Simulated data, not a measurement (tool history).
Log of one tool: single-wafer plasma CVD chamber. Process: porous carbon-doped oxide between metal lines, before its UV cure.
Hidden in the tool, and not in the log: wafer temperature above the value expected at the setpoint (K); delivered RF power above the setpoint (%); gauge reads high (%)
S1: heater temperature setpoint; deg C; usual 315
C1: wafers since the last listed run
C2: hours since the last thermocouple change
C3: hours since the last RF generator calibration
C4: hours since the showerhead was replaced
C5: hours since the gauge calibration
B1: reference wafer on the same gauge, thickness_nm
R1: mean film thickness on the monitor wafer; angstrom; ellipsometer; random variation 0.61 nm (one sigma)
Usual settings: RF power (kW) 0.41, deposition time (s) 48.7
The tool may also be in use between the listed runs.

{"run": 1, "hour": 0.0, "S1": 315, "RF power (kW)": 0.41, "deposition time (s)": 48.7, "C1": 0, "C2": 1128.2, "C3": 1569.7, "C4": 7156.6, "C5": 339.5, "B1": 200.077, "R1": 1790.5}
{"run": 2, "hour": 62.8, "S1": 315, "RF power (kW)": 0.41, "deposition time (s)": 48.7, "C1": 986, "C2": 1191, "C3": 1632.5, "C4": 7219.4, "C5": 402.3, "B1": 199.959, "R1": 1773.74}
{"run": 3, "hour": 129.0, "S1": 323, "RF power (kW)": 0.41, "deposition time (s)": 48.7, "C1": 1040, "C2": 1257.2, "C3": 1698.7, "C4": 7285.6, "C5": 468.5, "B1": 199.909, "R1": 1717.39}
{"run": 4, "hour": 167.7, "S1": 312, "RF power (kW)": 0.41, "deposition time (s)": 48.7, "C1": 608, "C2": 1295.9, "C3": 1737.4, "C4": 7324.3, "C5": 507.2, "B1": 199.876, "R1": 1803.73}
{"run": 5, "hour": 250.4, "S1": 312, "RF power (kW)": 0.41, "deposition time (s)": 48.7, "C1": 1299, "C2": 1378.6, "C3": 1820.1, "C4": 7407, "C5": 589.9, "B1": 200.022, "R1": 1803.42}
{"run": 6, "hour": 297.0, "S1": 325, "RF power (kW)": 0.41, "deposition time (s)": 51.7, "C1": 732, "C2": 1425.2, "C3": 1866.7, "C4": 7453.6, "C5": 636.5, "B1": 199.909, "R1": 1804.57}
{"hour": 324.2, "done": "gauge calibrated"}
{"run": 7, "hour": 393.8, "S1": 325, "RF power (kW)": 0.41, "deposition time (s)": 51.7, "C1": 1521, "C2": 1522, "C3": 1963.5, "C4": 7550.4, "C5": 69.6, "B1": 200.053, "R1": 1807.93}
{"run": 8, "hour": 458.7, "S1": 302, "RF power (kW)": 0.445, "deposition time (s)": 45.2, "C1": 1019, "C2": 1586.9, "C3": 2028.4, "C4": 7615.3, "C5": 134.5, "B1": 199.982, "R1": 1895.13}
{"hour": 535.6, "done": "RF generator calibrated"}
{"run": 9, "hour": 560.1, "S1": 315, "RF power (kW)": 0.41, "deposition time (s)": 48.7, "C1": 1467, "C2": 1688.3, "C3": 24.5, "C4": 7716.7, "C5": 235.9, "B1": 199.925, "R1": 1927.1}
{"hour": 619.0, "done": "showerhead replaced"}
{"run": 10, "hour": 650.4, "S1": 302, "RF power (kW)": 0.35, "deposition time (s)": 42.8, "C1": 1293, "C2": 1778.6, "C3": 114.8, "C4": 31.4, "C5": 326.2, "B1": 200.108, "R1": 1525.96}
{"hour": 671.8, "done": "thermocouple changed; heater temperature recalibrated"}
{"run": 11, "hour": 739.5, "S1": 302, "RF power (kW)": 0.41, "deposition time (s)": 48.7, "C1": 1274, "C2": 67.7, "C3": 203.9, "C4": 120.5, "C5": 415.3, "B1": 199.997, "R1": 2008.14}
{"run": 12, "hour": 797.0, "S1": 328, "RF power (kW)": 0.485, "deposition time (s)": 54.7, "C1": 903, "C2": 125.2, "C3": 261.4, "C4": 178, "C5": 472.8, "B1": 200.122, "R1": 2326.33}
{"run": 13, "hour": 847.2, "S1": 315, "RF power (kW)": 0.41, "deposition time (s)": 48.7, "C1": 788, "C2": 175.4, "C3": 311.6, "C4": 228.2, "C5": 523, "B1": 199.941, "R1": 1874.32}
{"run": 14, "hour": 910.4, "S1": 315, "RF power (kW)": 0.41, "deposition time (s)": 44.4, "C1": 993, "C2": 238.6, "C3": 374.8, "C4": 291.4, "C5": 586.2, "B1": 199.993, "R1": 1710.58}

The tool's hidden state at each run:
wafer temperature above the value expected at the setpoint (K): 0 in every run
gauge reads high (%): 0 in every run
H1: delivered RF power above the setpoint (%)
run=1 H1=-8.29
run=2 H1=-8.36
run=3 H1=-8.44
run=4 H1=-8.48
run=5 H1=-8.56
run=6 H1=-8.6
run=7 H1=-8.68
run=8 H1=-8.72
run=9 H1=-0.739
run=10 H1=-1.71
run=11 H1=-2.56
run=12 H1=-3.05
run=13 H1=-3.44
run=14 H1=-3.91

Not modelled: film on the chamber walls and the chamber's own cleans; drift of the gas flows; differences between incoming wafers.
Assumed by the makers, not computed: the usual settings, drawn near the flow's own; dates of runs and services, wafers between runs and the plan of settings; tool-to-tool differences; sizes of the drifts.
